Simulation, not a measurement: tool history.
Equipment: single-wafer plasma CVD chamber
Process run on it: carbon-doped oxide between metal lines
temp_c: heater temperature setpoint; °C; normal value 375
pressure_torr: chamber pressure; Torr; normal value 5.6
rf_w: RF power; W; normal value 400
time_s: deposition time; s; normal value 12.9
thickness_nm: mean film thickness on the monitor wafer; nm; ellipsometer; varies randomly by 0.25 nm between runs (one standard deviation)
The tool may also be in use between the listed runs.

| run | hour | temp_c | pressure_torr | rf_w | time_s | wafers since the last listed run | hours since the last thermocouple change | hours since the last RF generator calibration | hours since the last manometer calibration | hours since the showerhead was replaced | hours since the gauge calibration | read-back reference wafer on the same gauge, thickness_nm | thickness_nm |
|---|---|---|---|---|---|---|---|---|---|---|---|---|---|
| 1 | 0 | 375 | 5.6 | 400 | 12.9 | 0 | 2343.9 | 789.7 | 1651.4 | 3452.2 | 2035 | 58.52 | 58.883 |
|  | 19.2 | thermocouple changed; heater temperature recalibrated |
| 2 | 25.8 | 375 | 5.6 | 400 | 12.9 | 282 | 6.6 | 815.5 | 1677.2 | 3478 | 2060.8 | 58.591 | 60.31 |
| 3 | 89.2 | 375 | 5.6 | 400 | 12.9 | 1006 | 70 | 878.9 | 1740.6 | 3541.4 | 2124.2 | 58.441 | 59.802 |
|  | 125.2 | showerhead replaced |
| 4 | 139.7 | 370 | 5.6 | 400 | 12.9 | 674 | 120.5 | 929.4 | 1791.1 | 14.5 | 2174.7 | 58.553 | 60.13 |
| 5 | 190.2 | 375 | 5.6 | 400 | 12.9 | 802 | 171 | 979.9 | 1841.6 | 65 | 2225.2 | 58.625 | 59.805 |
| 6 | 259 | 375 | 5.6 | 400 | 12.9 | 1092 | 239.8 | 1048.7 | 1910.4 | 133.8 | 2294 | 58.516 | 59.975 |
| 7 | 283.6 | 364 | 5.6 | 400 | 12.9 | 390 | 264.4 | 1073.3 | 1935 | 158.4 | 2318.6 | 58.588 | 61.51 |
|  | 368 | capacitance manometer re-zeroed and calibrated |
| 8 | 414.7 | 361 | 5.6 | 400 | 12.9 | 1955 | 395.5 | 1204.4 | 46.7 | 289.5 | 2449.7 | 58.513 | 62.216 |
|  | 449 | gauge calibrated |
| 9 | 458.4 | 379 | 5.6 | 375 | 12.1 | 694 | 439.2 | 1248.1 | 90.4 | 333.2 | 9.4 | 58.584 | 54.175 |
| 10 | 526.7 | 383 | 6.85 | 365 | 10.7 | 1084 | 507.5 | 1316.4 | 158.7 | 401.5 | 77.7 | 58.504 | 47.936 |
| 11 | 581.9 | 361 | 5.6 | 400 | 12.9 | 876 | 562.7 | 1371.6 | 213.9 | 456.7 | 132.9 | 58.546 | 62.164 |
| 12 | 638 | 375 | 5.6 | 400 | 11.5 | 890 | 618.8 | 1427.7 | 270 | 512.8 | 189 | 58.577 | 53.76 |
| 13 | 705 | 375 | 5.6 | 400 | 12.9 | 1064 | 685.8 | 1494.7 | 337 | 579.8 | 256 | 58.509 | 59.595 |
|  | 731.6 | RF generator calibrated |
| 14 | 739.3 | 375 | 5.96 | 400 | 12.9 | 417 | 720.1 | 7.7 | 371.3 | 614.1 | 290.3 | 58.507 | 60.535 |
| 15 | 766.2 | 364 | 5.6 | 400 | 12.1 | 427 | 747 | 34.6 | 398.2 | 641 | 317.2 | 58.362 | 58.153 |
| 16 | 835.3 | 375 | 5.6 | 470 | 12.9 | 1097 | 816.1 | 103.7 | 467.3 | 710.1 | 386.3 | 58.572 | 65.199 |
| 17 | 871 | 375 | 5.6 | 400 | 14.2 | 566 | 851.8 | 139.4 | 503 | 745.8 | 422 | 58.482 | 66.088 |
| 18 | 924.9 | 375 | 5.6 | 400 | 12.9 | 856 | 905.7 | 193.3 | 556.9 | 799.7 | 475.9 | 58.541 | 59.939 |
| 19 | 950.1 | 375 | 5.6 | 475 | 12.9 | 400 | 930.9 | 218.5 | 582.1 | 824.9 | 501.1 | 58.514 | 65.47 |
| 20 | 1010.2 | 375 | 5.6 | 400 | 12.9 | 954 | 991 | 278.6 | 642.2 | 885 | 561.2 | 58.561 | 60.277 |
| 21 | 1041 | 364 | 5.6 | 365 | 12.9 | 489 | 1021.8 | 309.4 | 673 | 915.8 | 592 | 58.505 | 59.002 |
| 22 | 1068.2 | 371 | 6.74 | 345 | 14.2 | 431 | 1049 | 336.6 | 700.2 | 943 | 619.2 | 58.383 | 62.678 |

Estimate the outcome of run 23 from the log above:
| 23 | 1121.1 | 366 | 6.83 | 400 | 12.9 | 840 | 1101.9 | 389.5 | 753.1 | 995.9 | 672.1 | ? | ? |

Run 23 came out at read-back reference wafer on the same gauge, thickness_nm 58.511, thickness_nm 62.293 nm.
If the tool had no hidden condition, the same run with the same run-to-run variation would have returned thickness_nm 62.511 nm.
